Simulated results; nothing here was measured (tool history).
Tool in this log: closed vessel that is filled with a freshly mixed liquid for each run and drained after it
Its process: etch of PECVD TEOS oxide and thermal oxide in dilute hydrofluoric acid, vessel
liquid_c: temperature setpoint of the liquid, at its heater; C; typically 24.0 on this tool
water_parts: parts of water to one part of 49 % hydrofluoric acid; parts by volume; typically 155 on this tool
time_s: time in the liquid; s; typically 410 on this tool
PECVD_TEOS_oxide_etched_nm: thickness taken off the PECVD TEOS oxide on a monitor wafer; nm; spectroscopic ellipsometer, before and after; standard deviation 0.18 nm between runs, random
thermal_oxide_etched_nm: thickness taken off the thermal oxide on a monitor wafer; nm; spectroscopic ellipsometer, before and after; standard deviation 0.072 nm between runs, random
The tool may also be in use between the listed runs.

| run | hour | liquid_c | water_parts | time_s | wafers since the last listed run | hours since the thermometer was replaced | hours since the hydrofluoric acid flow meter was replaced | hours since the gauge calibration | read-back film thickness of the PECVD TEOS oxide reference wafer, read on the same gauge (nm) | read-back film thickness of the thermal oxide reference wafer, read on the same gauge (nm) | PECVD_TEOS_oxide_etched_nm | thermal_oxide_etched_nm |
|---|---|---|---|---|---|---|---|---|---|---|---|---|
| 1 | 0.0 | 22.0 | 155 | 220 | 0 | 968.5 | 759.2 | 534.6 | 100.01 | 49.97 | 9.67 | 5.10 |
| 2 | 35.8 | 22.0 | 155 | 220 | 2665 | 1004.3 | 795.0 | 570.4 | 100.03 | 50.02 | 9.75 | 5.09 |
| 3 | 78.1 | 22.0 | 155 | 220 | 3149 | 1046.6 | 837.3 | 612.7 | 100.02 | 50.01 | 9.59 | 5.08 |
| 4 | 131.5 | 24.0 | 155 | 410 | 3976 | 1100.0 | 890.7 | 666.1 | 99.96 | 50.03 | 19.55 | 10.13 |
| 5 | 192.5 | 24.0 | 155 | 410 | 4542 | 1161.0 | 951.7 | 727.1 | 99.99 | 50.02 | 19.05 | 9.91 |
| 6 | 218.1 | 24.0 | 155 | 410 | 1906 | 1186.6 | 977.3 | 752.7 | 100.00 | 50.05 | 18.91 | 9.93 |
|  | 265.7 | gauge calibrated |
| 7 | 270.0 | 24.0 | 125 | 410 | 3864 | 1238.5 | 1029.2 | 4.3 | 100.01 | 50.04 | 24.47 | 12.91 |
| 8 | 325.3 | 25.5 | 155 | 410 | 4117 | 1293.8 | 1084.5 | 59.6 | 99.98 | 50.00 | 20.16 | 10.46 |
| 9 | 384.0 | 25.5 | 155 | 410 | 4370 | 1352.5 | 1143.2 | 118.3 | 100.01 | 50.01 | 19.92 | 10.46 |
| 10 | 423.7 | 25.5 | 155 | 410 | 2956 | 1392.2 | 1182.9 | 158.0 | 100.04 | 49.98 | 19.80 | 10.47 |
| 11 | 485.2 | 27.0 | 135 | 410 | 4579 | 1453.7 | 1244.4 | 219.5 | 99.99 | 50.00 | 24.97 | 12.84 |
| 12 | 519.8 | 27.0 | 155 | 235 | 2576 | 1488.3 | 1279.0 | 254.1 | 100.01 | 49.98 | 12.06 | 6.21 |
|  | 560.3 | hydrofluoric acid flow meter replaced |
| 13 | 568.7 | 21.0 | 125 | 410 | 3566 | 1537.2 | 8.4 | 303.0 | 99.98 | 49.99 | 23.91 | 12.63 |
|  | 710.8 | thermometer replaced |
| 14 | 765.3 | 26.5 | 100 | 615 | 14564 | 54.5 | 205.0 | 499.6 | 100.05 | 50.02 | 56.23 | 29.63 |
| 15 | 816.6 | 24.0 | 205 | 605 | 3819 | 105.8 | 256.3 | 550.9 | 100.03 | 50.02 | 21.64 | 11.36 |
| 16 | 863.1 | 24.0 | 210 | 410 | 3462 | 152.3 | 302.8 | 597.4 | 100.04 | 50.02 | 14.27 | 7.51 |
|  | 888.0 | gauge calibrated |
| 17 | 1016.7 | 22.0 | 215 | 595 | 11436 | 305.9 | 456.4 | 128.7 | 100.03 | 49.99 | 18.38 | 9.62 |
| 18 | 1057.4 | 24.0 | 155 | 410 | 3030 | 346.6 | 497.1 | 169.4 | 99.96 | 49.96 | 19.97 | 10.54 |
| 19 | 1082.1 | 24.0 | 230 | 530 | 1839 | 371.3 | 521.8 | 194.1 | 100.00 | 50.01 | 16.36 | 8.44 |
| 20 | 1129.3 | 24.0 | 155 | 220 | 3514 | 418.5 | 569.0 | 241.3 | 99.99 | 50.03 | 10.84 | 5.65 |
| 21 | 1159.8 | 24.0 | 155 | 410 | 2271 | 449.0 | 599.5 | 271.8 | 99.96 | 49.97 | 20.02 | 10.41 |
| 22 | 1194.2 | 24.0 | 135 | 475 | 2561 | 483.4 | 633.9 | 306.2 | 100.04 | 49.98 | 27.66 | 14.11 |
| 23 | 1234.2 | 24.0 | 195 | 645 | 2978 | 523.4 | 673.9 | 346.2 | 100.02 | 49.99 | 23.81 | 12.27 |
| 24 | 1286.9 | 26.0 | 85 | 230 | 3924 | 576.1 | 726.6 | 398.9 | 100.01 | 50.00 | 24.22 | 12.46 |

What will run 25 give?
| 25 | 1315.3 | 26.0 | 180 | 410 | 2114 | 604.5 | 755.0 | 427.3 | ? | ? | ? | ? |

Logged for run 25: read-back film thickness of the PECVD TEOS oxide reference wafer, read on the same gauge (nm) 100.02, read-back film thickness of the thermal oxide reference wafer, read on the same gauge (nm) 50.01, PECVD_TEOS_oxide_etched_nm 17.86 nm, thermal_oxide_etched_nm 9.34 nm.
If the tool had no hidden condition, the same run with the same run-to-run variation would have returned PECVD_TEOS_oxide_etched_nm 18.99 nm, thermal_oxide_etched_nm 9.93 nm.
